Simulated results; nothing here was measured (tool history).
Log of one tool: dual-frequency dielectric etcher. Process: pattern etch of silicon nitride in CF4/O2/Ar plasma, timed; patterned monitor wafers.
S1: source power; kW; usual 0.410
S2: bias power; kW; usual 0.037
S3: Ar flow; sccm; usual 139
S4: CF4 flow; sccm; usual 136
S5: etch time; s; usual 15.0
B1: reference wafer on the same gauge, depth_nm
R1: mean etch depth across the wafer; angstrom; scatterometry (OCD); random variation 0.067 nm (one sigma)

{"run": 1, "day": 0.0, "S1": 0.41, "S2": 0.037, "S3": 132, "S4": 136, "S5": 15.0, "B1": 19.8, "R1": 242.9}
{"run": 2, "day": 3.908, "S1": 0.41, "S2": 0.037, "S3": 132, "S4": 136, "S5": 15.0, "B1": 19.8, "R1": 243.8}
{"run": 3, "day": 8.312, "S1": 0.41, "S2": 0.037, "S3": 139, "S4": 136, "S5": 15.0, "B1": 19.8, "R1": 244.2}
{"run": 4, "day": 11.375, "S1": 0.41, "S2": 0.037, "S3": 139, "S4": 136, "S5": 15.0, "B1": 19.8, "R1": 245.7}
{"day": 13.954, "done": "wet clean of the chamber"}
{"run": 5, "day": 14.425, "S1": 0.41, "S2": 0.037, "S3": 139, "S4": 136, "S5": 15.0, "B1": 19.79, "R1": 241.3}
{"day": 14.992, "done": "gauge calibrated"}
{"day": 15.225, "done": "CF4 flow controller replaced"}
{"run": 6, "day": 16.167, "S1": 0.41, "S2": 0.037, "S3": 139, "S4": 136, "S5": 15.0, "B1": 19.8, "R1": 240.9}
{"run": 7, "day": 18.342, "S1": 0.45, "S2": 0.037, "S3": 139, "S4": 136, "S5": 15.0, "B1": 19.8, "R1": 261.9}
{"day": 19.621, "done": "bias power generator calibrated"}
{"day": 23.404, "done": "Ar flow controller replaced"}
{"run": 8, "day": 25.696, "S1": 0.47, "S2": 0.029, "S3": 139, "S4": 136, "S5": 13.0, "B1": 19.81, "R1": 223.9}
{"day": 28.938, "done": "upper electrode replaced"}
{"run": 9, "day": 28.958, "S1": 0.41, "S2": 0.03, "S3": 139, "S4": 136, "S5": 15.0, "B1": 19.8, "R1": 232.0}
{"day": 29.467, "done": "source power generator calibrated"}
{"run": 10, "day": 29.838, "S1": 0.41, "S2": 0.044, "S3": 139, "S4": 136, "S5": 13.0, "B1": 19.8, "R1": 219.9}
{"run": 11, "day": 32.092, "S1": 0.41, "S2": 0.037, "S3": 116, "S4": 158, "S5": 15.0, "B1": 19.8, "R1": 256.7}
{"day": 35.692, "done": "wet clean of the chamber"}
{"run": 12, "day": 35.712, "S1": 0.51, "S2": 0.037, "S3": 139, "S4": 136, "S5": 17.5, "B1": 19.8, "R1": 339.7}
{"run": 13, "day": 40.025, "S1": 0.41, "S2": 0.03, "S3": 139, "S4": 136, "S5": 15.0, "B1": 19.81, "R1": 229.6}
{"run": 14, "day": 44.233, "S1": 0.41, "S2": 0.032, "S3": 139, "S4": 136, "S5": 15.0, "B1": 19.79, "R1": 235.4}
{"run": 15, "day": 47.983, "S1": 0.37, "S2": 0.037, "S3": 117, "S4": 112, "S5": 18.0, "B1": 19.81, "R1": 261.5}

Forecast each of these 4 alternatives for the next run:
{"run": "A", "day": 48.0, "S1": 0.41, "S2": 0.037, "S3": 139, "S4": 136, "S5": 15.0, "B1": "?", "R1": "?"}
{"run": "B", "day": 48.0, "S1": 0.51, "S2": 0.037, "S3": 139, "S4": 136, "S5": 12.0, "B1": "?", "R1": "?"}
{"run": "C", "day": 48.0, "S1": 0.47, "S2": 0.037, "S3": 139, "S4": 136, "S5": 15.0, "B1": "?", "R1": "?"}
{"run": "D", "day": 48.0, "S1": 0.41, "S2": 0.045, "S3": 139, "S4": 136, "S5": 15.0, "B1": "?", "R1": "?"}

run=A B1=19.80 R1=243.7
run=B B1=19.80 R1=235.7
run=C B1=19.80 R1=274.4
run=D B1=19.80 R1=256.4
Without the tool's hidden state the same runs would have given:
run=A R1=240.5
run=B R1=232.6
run=C R1=270.8
run=D R1=253.1

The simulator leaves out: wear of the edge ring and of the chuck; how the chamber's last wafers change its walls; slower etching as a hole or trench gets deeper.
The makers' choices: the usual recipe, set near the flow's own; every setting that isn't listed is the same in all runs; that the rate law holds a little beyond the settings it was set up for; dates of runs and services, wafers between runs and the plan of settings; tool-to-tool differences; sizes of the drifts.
